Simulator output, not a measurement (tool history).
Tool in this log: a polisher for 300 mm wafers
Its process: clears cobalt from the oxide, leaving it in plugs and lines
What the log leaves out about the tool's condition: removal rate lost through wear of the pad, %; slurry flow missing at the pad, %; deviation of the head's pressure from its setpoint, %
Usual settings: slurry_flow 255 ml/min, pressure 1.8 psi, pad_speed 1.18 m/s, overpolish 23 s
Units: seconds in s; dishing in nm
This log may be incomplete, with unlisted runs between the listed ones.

run,hour,slurry_flow,pressure,pad_speed,overpolish,wafers since the last listed run,wafers polished on this pad,hours since the slurry nozzle was cleaned,hours since the head pressure was calibrated,"incoming thickness of the incoming film, nm",seconds,dishing
1,0,255,1.8,1.46,23,0,3664,109.9,1370.8,336.8,76.5,44.1
# hour 6.6: head pressure recalibrated
# hour 31.9: worn pad replaced by a new one
2,51,255,1.8,1.46,23,433,184,160.9,44.4,334.6,68.9,44.6
3,156.9,285,1.8,1.18,23,1020,1204,266.8,150.3,333.2,86.2,43.5
4,195.8,285,1.8,1.18,23,374,1579,305.7,189.2,340.6,89,43
5,259,320,1.8,1.18,23,609,2188,368.9,252.4,345.2,91.2,45.5
# hour 291.8: slurry nozzle cleaned
6,309.1,255,1.8,1.18,23,473,2662,17.3,302.5,347.3,95.2,43.4
7,408.5,255,1.8,1.18,23,958,3620,116.7,401.9,338.2,93.5,40.5
8,498.7,255,1.8,1.18,23,869,4489,206.9,492.1,338,99.2,41.7
# hour 517.6: worn pad replaced by a new one
9,575.2,315,1.6,1.18,23,698,555,283.4,568.6,338.7,96.2,44.1
10,613.4,255,1.8,1.18,23,368,923,321.6,606.8,344.3,90.4,44.1
11,709.3,255,1.8,1.18,23,924,1847,417.5,702.7,345.9,90.4,43.9
# hour 748.1: slurry nozzle cleaned
12,750.3,255,1.8,1.18,23,385,2233,2.2,743.7,345.7,94.5,42.2
13,838.5,255,1.8,1.18,23,850,3083,90.4,831.9,337.9,92.9,41.9
14,891.1,325,2.2,1.48,17,506,3590,143,884.5,342,63.5,43.2
# hour 945.4: worn pad replaced by a new one
15,952.1,255,1.8,1.18,23,549,64,204,945.5,336.8,86.1,43.9
16,1052.1,330,2.2,1.18,23,963,1028,304,1045.5,341.1,74.7,47.5
17,1096.4,255,1.5,1.18,23,426,1455,348.3,1089.8,342.4,102.5,40.4
18,1166.7,255,1.4,1.18,12,677,2132,418.6,1160.1,342.9,112.6,27.1
# hour 1216.8: slurry nozzle cleaned
19,1254.7,255,1.8,1.42,28,838,2971,37.9,1248.1,338.5,76.3,51.3
# hour 1328.3: worn pad replaced by a new one
# hour 1340.1: head pressure recalibrated
20,1349.7,255,1.8,1.18,23,857,187,132.9,9.6,339.7,88.2,44.2
21,1451,255,1.8,1.58,11,976,1163,234.2,110.9,336.2,66.7,36.4
22,1535.5,255,1.6,1.18,23,814,1977,318.7,195.4,346,102.8,43
23,1600.9,255,2.1,0.9,23,630,2608,384.1,260.8,343,109,40
# hour 1656.3: slurry nozzle cleaned
24,1677.6,225,1.6,1.18,30,729,3337,21.3,337.5,337.9,100.9,45.3
25,1737.9,255,1.8,1.46,23,581,3918,81.6,397.8,341.4,78.7,44.8
# hour 1763.2: worn pad replaced by a new one
26,2027.6,255,2,1.06,28,2753,2548,371.3,687.5,345.6,95.9,44.6
# hour 2114.8: slurry nozzle cleaned
27,2119.3,295,2,1.18,23,874,3422,4.5,779.2,340.9,86.9,43.7

Subtracting, for every run, the result it would have given without the tool's unlogged condition from the measured result gives the following. The same run-to-run variation enters both numbers; the gauge's scatter may not:
run,seconds,dishing
1,+7.4,-1.3
2,+0.7,-0.1
3,+3,-0.6
4,+3.9,-0.7
5,+5.3,-1
6,+6.6,-1.2
7,+8.6,-1.6
8,+11.3,-2
9,+1.6,-0.2
10,+2.3,-0.4
11,+4.3,-0.8
12,+5.3,-1
13,+7.2,-1.3
14,+5.7,-1.4
15,+0.3,+0
16,+2,-0.3
17,+3.7,-0.7
18,+5.9,-1
19,+5.6,-0.9
20,+1.1,-0.2
21,+2.4,-0.8
22,+5.7,-1
23,+7.7,-1.3
24,+8.9,-1.4
25,+8,-1.4
26,+6.6,-1
27,+7.9,-1.4

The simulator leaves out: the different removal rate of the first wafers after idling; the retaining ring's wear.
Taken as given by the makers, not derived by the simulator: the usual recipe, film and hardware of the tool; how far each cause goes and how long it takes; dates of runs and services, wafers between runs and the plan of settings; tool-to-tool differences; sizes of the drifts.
